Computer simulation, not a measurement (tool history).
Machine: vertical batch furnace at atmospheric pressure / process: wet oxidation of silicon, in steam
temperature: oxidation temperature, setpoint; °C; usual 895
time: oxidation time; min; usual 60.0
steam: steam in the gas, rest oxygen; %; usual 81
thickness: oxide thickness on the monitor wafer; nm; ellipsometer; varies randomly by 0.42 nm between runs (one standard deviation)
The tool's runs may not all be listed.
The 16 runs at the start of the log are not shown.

| run | day | temperature | time | steam | wafers since the last listed run | hours since the last temperature calibration | hours since the steam generator was serviced | hours since the gauge calibration | read-back reference wafer on the same gauge, thickness | thickness |
|---|---|---|---|---|---|---|---|---|---|---|
| 17 | 34.183 | 895 | 60.0 | 70 | 466 | 76.8 | 627.1 | 3332.5 | 111.84 | 113.54 |
| 18 | 35.721 | 895 | 60.0 | 81 | 541 | 113.7 | 664.0 | 3369.4 | 111.97 | 129.80 |
| 19 | 37.054 | 911 | 75.5 | 70 | 469 | 145.7 | 696.0 | 3401.4 | 112.00 | 169.47 |
| 20 | 38.838 | 895 | 76.0 | 81 | 627 | 188.5 | 738.8 | 3444.2 | 112.03 | 157.16 |
| 21 | 40.271 | 886 | 52.5 | 72 | 504 | 222.9 | 773.2 | 3478.6 | 112.00 | 91.57 |
|  | 46.175 | gauge calibrated |
| 22 | 47.921 | 870 | 46.5 | 73 | 2691 | 406.5 | 956.8 | 41.9 | 111.78 | 66.38 |
| 23 | 50.233 | 895 | 60.0 | 81 | 813 | 462.0 | 1012.3 | 97.4 | 111.94 | 128.66 |
| 24 | 58.742 | 907 | 39.5 | 90 | 2993 | 666.2 | 1216.5 | 301.6 | 111.94 | 115.59 |
| 25 | 60.612 | 907 | 52.0 | 69 | 658 | 711.1 | 1261.4 | 346.5 | 111.82 | 117.11 |
| 26 | 63.400 | 887 | 81.0 | 85 | 980 | 778.0 | 1328.3 | 413.4 | 112.09 | 155.17 |
| 27 | 66.308 | 910 | 40.0 | 89 | 1023 | 847.8 | 1398.1 | 483.2 | 112.07 | 120.41 |
| 28 | 67.825 | 895 | 49.5 | 88 | 533 | 884.2 | 1434.5 | 519.6 | 111.92 | 117.37 |
| 29 | 69.754 | 895 | 60.0 | 81 | 678 | 930.5 | 1480.8 | 565.9 | 111.94 | 129.31 |
| 30 | 76.671 | 881 | 38.5 | 74 | 2433 | 1096.5 | 1646.8 | 731.9 | 111.95 | 67.69 |
| 31 | 78.250 | 895 | 60.0 | 81 | 555 | 1134.4 | 1684.7 | 769.8 | 111.90 | 128.67 |
| 32 | 80.288 | 872 | 75.5 | 84 | 716 | 1183.3 | 1733.6 | 818.7 | 112.12 | 115.97 |
| 33 | 81.425 | 903 | 60.0 | 70 | 400 | 1210.6 | 1760.9 | 846.0 | 111.94 | 126.61 |
| 34 | 83.350 | 911 | 60.0 | 81 | 677 | 1256.8 | 1807.1 | 892.2 | 112.00 | 159.09 |
| 35 | 84.571 | 880 | 49.0 | 91 | 429 | 1286.1 | 1836.4 | 921.5 | 112.00 | 96.98 |
| 36 | 86.667 | 895 | 60.0 | 81 | 737 | 1336.4 | 1886.7 | 971.8 | 112.07 | 128.57 |
| 37 | 88.633 | 895 | 60.0 | 81 | 692 | 1383.6 | 1933.9 | 1019.0 | 112.08 | 128.98 |

Below are 5 alternative next runs, each starting from the tool's condition after run 37. Predict each:
| A | 88.804 | 895 | 60.0 | 81 | 60 | 1387.7 | 1938.0 | 1023.1 | ? | ? |
| B | 88.804 | 917 | 88.5 | 73 | 60 | 1387.7 | 1938.0 | 1023.1 | ? | ? |
| C | 88.804 | 895 | 69.0 | 73 | 60 | 1387.7 | 1938.0 | 1023.1 | ? | ? |
| D | 88.804 | 876 | 35.0 | 81 | 60 | 1387.7 | 1938.0 | 1023.1 | ? | ? |
| E | 88.804 | 895 | 39.5 | 81 | 60 | 1387.7 | 1938.0 | 1023.1 | ? | ? |

| run | read-back reference wafer on the same gauge, thickness | thickness |
|---|---|---|
| A | 111.86 | 129.12 |
| B | 111.86 | 214.68 |
| C | 111.86 | 133.10 |
| D | 111.86 | 62.77 |
| E | 111.86 | 90.73 |
With no hidden state in the tool, these same runs would have given:
| run | thickness |
|---|---|
| A | 129.12 |
| B | 214.68 |
| C | 133.10 |
| D | 62.77 |
| E | 90.73 |
